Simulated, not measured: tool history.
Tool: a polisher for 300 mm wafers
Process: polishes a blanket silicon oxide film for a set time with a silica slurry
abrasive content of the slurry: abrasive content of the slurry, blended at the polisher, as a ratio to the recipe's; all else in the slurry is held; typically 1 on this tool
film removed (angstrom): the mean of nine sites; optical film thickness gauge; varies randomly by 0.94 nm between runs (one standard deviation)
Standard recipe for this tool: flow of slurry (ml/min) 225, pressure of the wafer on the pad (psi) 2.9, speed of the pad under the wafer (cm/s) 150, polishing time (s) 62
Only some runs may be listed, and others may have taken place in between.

run     day  flow of slurry (ml/min)  pressure of the wafer on the pad (psi)  speed of the pad under the wafer (cm/s)  abrasive content of the slurry  polishing time (s)  wafers since the last listed run  wafers polished on this pad  hours since the slurry nozzle was cleaned  hours since the head pressure was calibrated  hours since the slurry blender was calibrated  hours since the conditioning disc was replaced  incoming thickness of the incoming film, nm  film removed (angstrom)
  1       0                      225                                     2.3                                      150                               1                  62                                 0                         1362                                      344.8                                         498.4                                          105.1                                            26.8                                         1266                     1101
  2   1.779                      225                                     2.3                                      150                               1                  62                               284                         1647                                      387.5                                         541.1                                          147.8                                            69.5                                       1239.4                     1079
      2.417  -- worn pad replaced by a new one
      2.658  -- head pressure recalibrated
  3   3.033                      225                                     2.3                                      150                               1                  62                               160                           85                                      417.6                                             9                                          177.9                                            99.6                                       1223.4                     1033
  4   4.917                      225                                     2.5                                      150                               1                  62                               301                          386                                      462.8                                          54.2                                          223.1                                           144.8                                       1239.8                     1091
  5   6.083                      205                                     2.9                                      150                               1                  62                               186                          572                                      490.8                                          82.2                                          251.1                                           172.8                                       1233.6                     1235
  6   8.942                      225                                     2.9                                      150                               1                  62                               457                         1030                                      559.4                                         150.8                                          319.7                                           241.4                                       1235.5                     1221
      9.846  -- slurry blender recalibrated
  7  10.121                      165                                     2.9                                      150                               1                  62                               175                         1205                                      587.7                                         179.1                                            6.6                                           269.7                                       1263.5                     1175
     10.404  -- slurry nozzle cleaned
  8  11.317                      225                                     2.9                                      150                               1                  62                               184                         1390                                       21.9                                         207.8                                           35.3                                           298.4                                       1227.9                     1223
     11.517  -- head pressure recalibrated, repeated, since the last time left the tool worse
  9  13.767                      245                                     2.9                                      150                            0.85                  62                               378                         1768                                       80.7                                            54                                           94.1                                           357.2                                       1237.3                     1268
 10  16.204                      150                                     3.5                                      190                               1                  62                               389                         2158                                      139.2                                         112.5                                          152.6                                           415.7                                       1258.9                     1824
     16.788  -- worn pad replaced by a new one
 11  18.971                      225                                     2.9                                      150                               1                  71                               415                          349                                      205.6                                         178.9                                            219                                           482.1                                       1240.6                     1570
 12  19.992                      225                                     2.9                                      150                               1                  62                               163                          512                                      230.1                                         203.4                                          243.5                                           506.6                                       1218.9                     1357
     21.054  -- slurry blender recalibrated
     21.542  -- conditioning disc replaced and pad reconditioned
 13  22.483                      255                                     2.1                                      172                               1                  51                               371                          884                                      289.9                                         263.2                                           34.3                                            22.6                                       1225.8                      922
 14  25.292                      165                                     2.9                                      150                               1                  62                               449                         1334                                      357.3                                         330.6                                          101.7                                              90                                       1227.8                     1273
 15  27.867                      280                                     2.9                                      184                               1                  62                               411                         1745                                      419.1                                         392.4                                          163.5                                           151.8                                       1251.2                     1589
     28.154  -- worn pad replaced by a new one
 16  29.638                      225                                     2.9                                      150                               1                  62                               256                          237                                      461.6                                         434.9                                            206                                           194.3                                       1250.6                     1327
     30.825  -- slurry nozzle cleaned
 17    31.2                      225                                     2.9                                      104                               1                  62                               243                          480                                          9                                         472.4                                          243.5                                           231.8                                       1230.6                     1023
     32.258  -- slurry blender recalibrated
 18  34.138                      225                                     2.4                                      182                             1.1                  77                               456                          937                                       79.5                                         542.9                                           45.1                                           302.3                                       1242.9                     1681
 19  35.592                      180                                     2.5                                      150                            1.15                  56                               232                         1169                                      114.4                                         577.8                                             80                                           337.2                                       1259.5                     1075
     37.525  -- head pressure recalibrated
 20  38.092                      225                                     2.9                                      180                               1                  72                               386                         1556                                      174.4                                          13.6                                            140                                           397.2                                       1251.2                     1876
 21  40.429                      225                                     3.3                                      150                               1                  78                               373                         1930                                      230.5                                          69.7                                          196.1                                           453.3                                       1230.9                     1966
 22  42.075                      225                                     2.9                                      186                               1                  55                               263                         2193                                        270                                         109.2                                          235.6                                           492.8                                       1239.8                     1434
     42.642  -- worn pad replaced by a new one
     44.458  -- conditioning disc replaced and pad reconditioned
 23  44.533                      295                                     3.8                                      150                               1                  44                               353                          289                                        329                                         168.2                                          294.6                                             1.8                                       1248.7                     1278
     46.221  -- slurry blender recalibrated
 24  47.342                      225                                     3.2                                      150                             1.2                  74                               435                          725                                      396.4                                         235.6                                           26.9                                            69.2                                       1268.6                     1971

Hidden condition of the tool, last listed run before each entry between runs versus first listed run after:
Between runs 2 and 3: worn pad replaced by a new one (day 2.417); head pressure recalibrated (day 2.658)
  deviation of the head's pressure from its setpoint, %: -6.13 -> -12
  difference, measured minus the result without the unlogged condition, film removed (angstrom): -64 -> -127
Between runs 6 and 7: slurry blender recalibrated (day 9.846)
  deviation of the head's pressure from its setpoint, %: -14.9 -> -15.2
  difference, measured minus the result without the unlogged condition, film removed (angstrom): -192 -> -190
Between runs 7 and 8: slurry nozzle cleaned (day 10.404)
  deviation of the head's pressure from its setpoint, %: -15.2 -> -15.6
  difference, measured minus the result without the unlogged condition, film removed (angstrom): -190 -> -202
Between runs 8 and 9: head pressure recalibrated, repeated, since the last time left the tool worse (day 11.517)
  deviation of the head's pressure from its setpoint, %: -15.6 -> -2.85
  difference, measured minus the result without the unlogged condition, film removed (angstrom): -202 -> -34
Between runs 10 and 11: worn pad replaced by a new one (day 16.788)
  deviation of the head's pressure from its setpoint, %: -3.99 -> -4.95
  difference, measured minus the result without the unlogged condition, film removed (angstrom): -69 -> -74
Between runs 12 and 13: slurry blender recalibrated (day 21.054); conditioning disc replaced and pad reconditioned (day 21.542)
  deviation of the head's pressure from its setpoint, %: -5.23 -> -5.8
  difference, measured minus the result without the unlogged condition, film removed (angstrom): -68 -> -51
Between runs 15 and 16: worn pad replaced by a new one (day 28.154)
  deviation of the head's pressure from its setpoint, %: -6.58 -> -6.75
  difference, measured minus the result without the unlogged condition, film removed (angstrom): -101 -> -87
Between runs 16 and 17: slurry nozzle cleaned (day 30.825)
  deviation of the head's pressure from its setpoint, %: -6.75 -> -6.87
  difference, measured minus the result without the unlogged condition, film removed (angstrom): -87 -> -69
Between runs 17 and 18: slurry blender recalibrated (day 32.258)
  deviation of the head's pressure from its setpoint, %: -6.87 -> -7.05
  difference, measured minus the result without the unlogged condition, film removed (angstrom): -69 -> -116
Between runs 19 and 20: head pressure recalibrated (day 37.525)
  deviation of the head's pressure from its setpoint, %: -7.12 -> -0.847
  difference, measured minus the result without the unlogged condition, film removed (angstrom): -75 -> -15
Between runs 22 and 23: worn pad replaced by a new one (day 42.642); conditioning disc replaced and pad reconditioned (day 44.458)
  deviation of the head's pressure from its setpoint, %: -2.93 -> -3.81
  difference, measured minus the result without the unlogged condition, film removed (angstrom): -39 -> -46
Between runs 23 and 24: slurry blender recalibrated (day 46.221)
  deviation of the head's pressure from its setpoint, %: -3.81 -> -4.55
  difference, measured minus the result without the unlogged condition, film removed (angstrom): -46 -> -86
